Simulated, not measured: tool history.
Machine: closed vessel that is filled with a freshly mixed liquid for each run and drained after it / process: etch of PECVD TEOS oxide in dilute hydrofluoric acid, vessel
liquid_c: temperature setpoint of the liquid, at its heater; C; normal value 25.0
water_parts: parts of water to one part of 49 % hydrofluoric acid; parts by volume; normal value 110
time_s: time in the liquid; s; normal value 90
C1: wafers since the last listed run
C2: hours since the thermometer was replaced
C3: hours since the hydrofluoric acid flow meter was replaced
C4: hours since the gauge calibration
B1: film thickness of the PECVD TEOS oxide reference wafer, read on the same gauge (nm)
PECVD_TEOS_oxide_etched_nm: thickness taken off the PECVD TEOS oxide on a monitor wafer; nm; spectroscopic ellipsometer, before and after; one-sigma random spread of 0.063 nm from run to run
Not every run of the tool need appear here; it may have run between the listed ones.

Run 1, hour 0.0: usual settings but liquid_c 21.5 C; C1 0; C2 1543.9; C3 2103.4; C4 2607.6; B1 39.99. Result: PECVD_TEOS_oxide_etched_nm 7.11 nm.
At hour 86.7: thermometer replaced.
Run 2, hour 156.6: usual settings but liquid_c 21.5 C; C1 20537; C2 69.9; C3 2260.0; C4 2764.2; B1 39.99. Result: PECVD_TEOS_oxide_etched_nm 7.62 nm.
At hour 182.6: gauge calibrated.
Run 3, hour 204.7: usual settings but liquid_c 21.5 C; C1 6348; C2 118.0; C3 2308.1; C4 22.1; B1 40.00. Result: PECVD_TEOS_oxide_etched_nm 7.62 nm.
Run 4, hour 275.7: usual settings; C1 9371; C2 189.0; C3 2379.1; C4 93.1; B1 40.01. Result: PECVD_TEOS_oxide_etched_nm 8.71 nm.
At hour 317.5: hydrofluoric acid flow meter replaced.
Run 5, hour 472.2: usual settings; C1 25803; C2 385.5; C3 154.7; C4 289.6; B1 40.01. Result: PECVD_TEOS_oxide_etched_nm 8.61 nm.
Run 6, hour 524.9: usual settings; C1 6955; C2 438.2; C3 207.4; C4 342.3; B1 40.00. Result: PECVD_TEOS_oxide_etched_nm 8.67 nm.
Run 7, hour 582.4: usual settings but water_parts 90 parts by volume; C1 7589; C2 495.7; C3 264.9; C4 399.8; B1 40.03. Result: PECVD_TEOS_oxide_etched_nm 10.69 nm.
Run 8, hour 607.5: usual settings but water_parts 90 parts by volume; C1 3312; C2 520.8; C3 290.0; C4 424.9; B1 40.01. Result: PECVD_TEOS_oxide_etched_nm 10.68 nm.
Run 9, hour 659.0: usual settings but liquid_c 21.5 C, time_s 70 s; C1 6797; C2 572.3; C3 341.5; C4 476.4; B1 40.00. Result: PECVD_TEOS_oxide_etched_nm 5.84 nm.
Run 10, hour 711.9: usual settings but water_parts 150 parts by volume; C1 6982; C2 625.2; C3 394.4; C4 529.3; B1 40.01. Result: PECVD_TEOS_oxide_etched_nm 6.00 nm.
Run 11, hour 747.2: usual settings but liquid_c 24.0 C; C1 4659; C2 660.5; C3 429.7; C4 564.6; B1 39.99. Result: PECVD_TEOS_oxide_etched_nm 8.18 nm.
Run 12, hour 771.4: usual settings but liquid_c 28.0 C; C1 3194; C2 684.7; C3 453.9; C4 588.8; B1 40.00. Result: PECVD_TEOS_oxide_etched_nm 9.43 nm.
Run 13, hour 806.7: usual settings but liquid_c 21.0 C, water_parts 135 parts by volume, time_s 50 s; C1 4659; C2 720.0; C3 489.2; C4 624.1; B1 39.99. Result: PECVD_TEOS_oxide_etched_nm 3.17 nm.
Run 14, hour 833.0: usual settings; C1 3471; C2 746.3; C3 515.5; C4 650.4; B1 40.01. Result: PECVD_TEOS_oxide_etched_nm 8.45 nm.
Run 15, hour 884.0: usual settings but liquid_c 22.5 C, water_parts 85 parts by volume, time_s 135 s; C1 6731; C2 797.3; C3 566.5; C4 701.4; B1 39.98. Result: PECVD_TEOS_oxide_etched_nm 15.28 nm.
Run 16, hour 941.2: usual settings but liquid_c 26.5 C, time_s 70 s; C1 7549; C2 854.5; C3 623.7; C4 758.6; B1 39.98. Result: PECVD_TEOS_oxide_etched_nm 6.88 nm.
Run 17, hour 969.0: usual settings but liquid_c 29.5 C, water_parts 60 parts by volume, time_s 65 s; C1 3669; C2 882.3; C3 651.5; C4 786.4; B1 40.01. Result: PECVD_TEOS_oxide_etched_nm 14.00 nm.
Run 18, hour 1036.7: usual settings but liquid_c 27.5 C, water_parts 80 parts by volume, time_s 45 s; C1 8935; C2 950.0; C3 719.2; C4 854.1; B1 40.00. Result: PECVD_TEOS_oxide_etched_nm 6.55 nm.
Run 19, hour 1105.1: usual settings; C1 9027; C2 1018.4; C3 787.6; C4 922.5; B1 39.99. Result: PECVD_TEOS_oxide_etched_nm 8.29 nm.
Run 20, hour 1168.9: usual settings but water_parts 145 parts by volume; C1 8420; C2 1082.2; C3 851.4; C4 986.3; B1 40.02. Result: PECVD_TEOS_oxide_etched_nm 6.06 nm.
Run 21, hour 1205.0: usual settings but liquid_c 22.5 C; C1 4764; C2 1118.3; C3 887.5; C4 1022.4; B1 40.04. Result: PECVD_TEOS_oxide_etched_nm 7.37 nm.
Run 22, hour 1254.8: usual settings but liquid_c 22.0 C, water_parts 85 parts by volume, time_s 70 s; C1 6573; C2 1168.1; C3 937.3; C4 1072.2; B1 40.01. Result: PECVD_TEOS_oxide_etched_nm 7.63 nm.
Run 23, hour 1303.1: usual settings; C1 6375; C2 1216.4; C3 985.6; C4 1120.5; B1 40.01. Result: PECVD_TEOS_oxide_etched_nm 8.10 nm.
Run 24, hour 1358.6: usual settings but liquid_c 21.5 C, water_parts 125 parts by volume; C1 7325; C2 1271.9; C3 1041.1; C4 1176.0; B1 40.01. Result: PECVD_TEOS_oxide_etched_nm 6.20 nm.
Run 25, hour 1406.0: usual settings but water_parts 160 parts by volume; C1 6256; C2 1319.3; C3 1088.5; C4 1223.4; B1 40.00. Result: PECVD_TEOS_oxide_etched_nm 5.42 nm.
Run 26, hour 1477.0: usual settings but liquid_c 23.5 C, time_s 55 s; C1 9371; C2 1390.3; C3 1159.5; C4 1294.4; B1 40.02. Result: PECVD_TEOS_oxide_etched_nm 4.69 nm.
Run 27, hour 1534.5: usual settings; C1 7589; C2 1447.8; C3 1217.0; C4 1351.9; B1 40.04. Result: PECVD_TEOS_oxide_etched_nm 8.27 nm.
Run 28, hour 1595.8: usual settings but liquid_c 27.0 C, water_parts 55 parts by volume, time_s 140 s; C1 8090; C2 1509.1; C3 1278.3; C4 1413.2; B1 40.01. Result: PECVD_TEOS_oxide_etched_nm 29.60 nm.
Run 29, hour 1637.4: usual settings but time_s 125 s; C1 5490; C2 1550.7; C3 1319.9; C4 1454.8; B1 39.99. Result: PECVD_TEOS_oxide_etched_nm 11.32 nm.
Run 30, hour 1682.5: usual settings but water_parts 150 parts by volume, time_s 115 s; C1 5952; C2 1595.8; C3 1365.0; C4 1499.9; B1 40.04. Result: PECVD_TEOS_oxide_etched_nm 7.27 nm.
Run 31, hour 1744.5: usual settings but liquid_c 23.5 C, water_parts 145 parts by volume, time_s 130 s; C1 8183; C2 1657.8; C3 1427.0; C4 1561.9; B1 40.03. Result: PECVD_TEOS_oxide_etched_nm 8.03 nm.
Run 32, hour 1775.9: usual settings but liquid_c 28.5 C, time_s 120 s; C1 4144; C2 1689.2; C3 1458.4; C4 1593.3; B1 39.98. Result: PECVD_TEOS_oxide_etched_nm 12.25 nm.

Predict each of these 5 candidate next runs independently; none follows another, all start after run 32:
Run A, hour 1776.6: usual settings; C1 92; C2 1689.9; C3 1459.1; C4 1594.0; B1 ?. Result: PECVD_TEOS_oxide_etched_nm ?.
Run B, hour 1776.6: usual settings but time_s 35 s; C1 92; C2 1689.9; C3 1459.1; C4 1594.0; B1 ?. Result: PECVD_TEOS_oxide_etched_nm ?.
Run C, hour 1776.6: usual settings but water_parts 65 parts by volume; C1 92; C2 1689.9; C3 1459.1; C4 1594.0; B1 ?. Result: PECVD_TEOS_oxide_etched_nm ?.
Run D, hour 1776.6: usual settings but water_parts 155 parts by volume, time_s 120 s; C1 92; C2 1689.9; C3 1459.1; C4 1594.0; B1 ?. Result: PECVD_TEOS_oxide_etched_nm ?.
Run E, hour 1776.6: usual settings but water_parts 125 parts by volume, time_s 135 s; C1 92; C2 1689.9; C3 1459.1; C4 1594.0; B1 ?. Result: PECVD_TEOS_oxide_etched_nm ?.

run     B1  PECVD_TEOS_oxide_etched_nm
  A  40.03                        8.03
  B  40.03                        3.12
  C  40.03                       14.35
  D  40.03                        7.22
  E  40.03                       10.42
Take away the tool's hidden state, keep each run's random variation, and the runs would have read:
run  PECVD_TEOS_oxide_etched_nm
  A                        8.76
  B                        3.41
  C                       15.70
  D                        7.85
  E                       11.35
